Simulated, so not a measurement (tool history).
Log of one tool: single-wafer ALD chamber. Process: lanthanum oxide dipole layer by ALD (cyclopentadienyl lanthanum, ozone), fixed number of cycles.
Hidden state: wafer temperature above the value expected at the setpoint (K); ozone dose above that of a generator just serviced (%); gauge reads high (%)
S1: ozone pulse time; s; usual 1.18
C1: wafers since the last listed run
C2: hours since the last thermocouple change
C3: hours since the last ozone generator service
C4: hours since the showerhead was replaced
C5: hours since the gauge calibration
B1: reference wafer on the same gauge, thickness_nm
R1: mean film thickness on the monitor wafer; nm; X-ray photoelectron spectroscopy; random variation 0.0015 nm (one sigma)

| run | hour | S1 | C1 | C2 | C3 | C4 | C5 | B1 | R1 |
|---|---|---|---|---|---|---|---|---|---|
| 1 | 0.0 | 1.18 | 0 | 1323.9 | 1702.6 | 5686.9 | 46.5 | 0.515 | 0.514 |
| 2 | 9.2 | 1.18 | 241 | 1333.1 | 1711.8 | 5696.1 | 55.7 | 0.515 | 0.514 |
| 3 | 26.5 | 1.18 | 454 | 1350.4 | 1729.1 | 5713.4 | 73.0 | 0.515 | 0.513 |
| 4 | 44.3 | 1.18 | 467 | 1368.2 | 1746.9 | 5731.2 | 90.8 | 0.515 | 0.512 |
| 5 | 53.7 | 1.18 | 247 | 1377.6 | 1756.3 | 5740.6 | 100.2 | 0.515 | 0.513 |
| 6 | 69.6 | 1.18 | 418 | 1393.5 | 1772.2 | 5756.5 | 116.1 | 0.514 | 0.514 |
| 7 | 87.5 | 1.18 | 470 | 1411.4 | 1790.1 | 5774.4 | 134.0 | 0.515 | 0.513 |
| 8 | 100.3 | 0.91 | 336 | 1424.2 | 1802.9 | 5787.2 | 146.8 | 0.515 | 0.470 |
| 9 | 114.7 | 0.91 | 378 | 1438.6 | 1817.3 | 5801.6 | 161.2 | 0.515 | 0.469 |
| 10 | 128.4 | 1.18 | 360 | 1452.3 | 1831.0 | 5815.3 | 174.9 | 0.515 | 0.514 |
| 11 | 168.2 | 1.53 | 1046 | 1492.1 | 1870.8 | 5855.1 | 214.7 | 0.514 | 0.545 |
| 12 | 177.1 | 1.18 | 233 | 1501.0 | 1879.7 | 5864.0 | 223.6 | 0.515 | 0.515 |
| 13 | 183.9 | 1.18 | 178 | 1507.8 | 1886.5 | 5870.8 | 230.4 | 0.515 | 0.514 |
|  | 194.3 | showerhead replaced |
| 14 | 194.8 | 1.30 | 76 | 1518.7 | 1897.4 | 0.5 | 241.3 | 0.515 | 0.524 |
| 15 | 201.0 | 1.30 | 162 | 1524.9 | 1903.6 | 6.7 | 247.5 | 0.515 | 0.526 |
|  | 215.3 | thermocouple changed; heater temperature recalibrated |
|  | 222.8 | ozone generator serviced |
| 16 | 223.3 | 1.61 | 180 | 8.0 | 0.5 | 29.0 | 269.8 | 0.515 | 0.543 |
| 17 | 225.0 | 1.18 | 44 | 9.7 | 2.2 | 30.7 | 271.5 | 0.515 | 0.513 |
| 18 | 242.9 | 1.31 | 470 | 27.6 | 20.1 | 48.6 | 289.4 | 0.515 | 0.529 |

The next listed run, before its measurement:
| 19 | 258.3 | 1.31 | 404 | 43.0 | 35.5 | 64.0 | 304.8 | ? | ? |

B1: 0.515
R1: 0.526 nm
Without the tool's hidden state the same run would have given R1 0.526 nm.
